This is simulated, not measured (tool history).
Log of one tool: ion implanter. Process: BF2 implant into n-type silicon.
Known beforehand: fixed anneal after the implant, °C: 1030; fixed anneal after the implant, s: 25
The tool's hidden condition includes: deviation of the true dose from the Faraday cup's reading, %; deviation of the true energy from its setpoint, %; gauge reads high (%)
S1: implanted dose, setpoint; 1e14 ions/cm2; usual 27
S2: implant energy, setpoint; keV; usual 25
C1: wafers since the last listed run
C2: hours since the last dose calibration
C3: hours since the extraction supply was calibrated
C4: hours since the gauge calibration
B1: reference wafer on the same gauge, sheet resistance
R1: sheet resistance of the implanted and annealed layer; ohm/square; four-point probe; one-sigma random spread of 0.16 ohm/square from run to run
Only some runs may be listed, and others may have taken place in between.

run,hour,S1,S2,C1,C2,C3,C4,B1,R1
1,0,22.93,25,0,1960.7,1975.4,1103,119.11,108.94
2,50.9,22.93,25,922,2011.6,2026.3,1153.9,119.05,109.01
3,75.3,27,25,442,2036,2050.7,1178.3,119.05,107.85
4,145.1,27,25,1264,2105.8,2120.5,1248.1,119.03,107.69
5,201.4,27,22.5,1019,2162.1,2176.8,1304.4,118.99,112.15
6,246.8,27,22.5,822,2207.5,2222.2,1349.8,119.04,112.47
7,284.6,27,25,684,2245.3,2260,1387.6,119,107.89
8,316.8,27,25,583,2277.5,2292.2,1419.8,119,107.98
9,356.5,27,25,719,2317.2,2331.9,1459.5,119.01,107.95
10,400.3,27,25,793,2361,2375.7,1503.3,118.98,107.77
11,434.5,27,25,619,2395.2,2409.9,1537.5,118.9,107.97
12,467.9,27,25,605,2428.6,2443.3,1570.9,118.94,107.91
13,493.8,27,25,469,2454.5,2469.2,1596.8,119.05,107.88
14,526.6,24.07,25,594,2487.3,2502,1629.6,119.02,109.09
# hour 565.4: Faraday cup replaced and dose calibrated
15,630.4,22.93,25,1735,65,2605.8,1733.4,119,109.51
16,674.7,27,25,802,109.3,2650.1,1777.7,118.96,107.9
17,710.3,22.23,21.5,644,144.9,2685.7,1813.3,119.03,115.78
# hour 820.3: extraction supply calibrated
18,827.4,27,22.5,1976,262,7.1,1930.4,118.98,111.86
# hour 868.8: gauge calibrated
19,896.9,30.14,22.5,1259,331.5,76.6,28.1,118.98,111.1
20,958.7,34.82,28,1119,393.3,138.4,89.9,119.04,100.94
21,985.4,21.23,21.5,483,420,165.1,116.6,118.99,116.04
22,1050.6,27,19,1181,485.2,230.3,181.8,118.94,118.55
23,1077.2,34.9,31.5,481,511.8,256.9,208.4,118.94,96.29
24,1144.1,34.14,33.5,1211,578.7,323.8,275.3,119,93.7
25,1179.7,22.93,25,644,614.3,359.4,310.9,119.02,108.82
26,1244.1,27,25,1166,678.7,423.8,375.3,119.02,107.5
27,1288.9,27,25,811,723.5,468.6,420.1,118.97,107.55
28,1331.3,24.37,30,768,765.9,511,462.5,119.03,100.44
29,1503.7,21.42,31.5,3123,938.3,683.4,634.9,118.95,100.27
30,1555.9,32.7,30,945,990.5,735.6,687.1,118.99,98.54
31,1608.8,33.4,20,958,1043.4,788.5,740,119.13,114.94
32,1657.1,27,19,874,1091.7,836.8,788.3,118.95,118.34
33,1726.2,22.51,29,1251,1160.8,905.9,857.4,118.87,102.91
34,1783.3,33.58,31,1034,1217.9,963,914.5,119.03,97.01
35,1838.6,27,25,1001,1273.2,1018.3,969.8,119.07,107.8
36,1909.1,24.17,25,1277,1343.7,1088.8,1040.3,118.97,108.42
37,1970.4,29.47,25,1110,1405,1150.1,1101.6,118.92,107.3

Selected run-to-run steps in R1, each split into two signed amounts: the part the tool would show with no hidden state at all (from settings, incoming material and random variation), and the remainder, which goes to the hidden state together with any gauge scatter not common to the measured and the hidden-state-free results:
Run 4 -> 5: S2 25 -> 22.5. R1 +4.46 ohm/square: hidden state +0.03, all else +4.43.
Run 14 -> 15: S1 24.07 -> 22.93, Faraday cup replaced and dose calibrated. R1 +0.42 ohm/square: hidden state +0.04, all else +0.38.
Run 17 -> 18: S1 22.23 -> 27, S2 21.5 -> 22.5, extraction supply calibrated. R1 -3.92 ohm/square: hidden state -0.61, all else -3.31.
Run 22 -> 23: S1 27 -> 34.9, S2 19 -> 31.5. R1 -22.26 ohm/square: hidden state +0.01, all else -22.27.
Run 30 -> 31: S1 32.7 -> 33.4, S2 30 -> 20. R1 +16.4 ohm/square: hidden state +0, all else +16.4.
Run 32 -> 33: S1 27 -> 22.51, S2 19 -> 29. R1 -15.43 ohm/square: hidden state +0.01, all else -15.44.

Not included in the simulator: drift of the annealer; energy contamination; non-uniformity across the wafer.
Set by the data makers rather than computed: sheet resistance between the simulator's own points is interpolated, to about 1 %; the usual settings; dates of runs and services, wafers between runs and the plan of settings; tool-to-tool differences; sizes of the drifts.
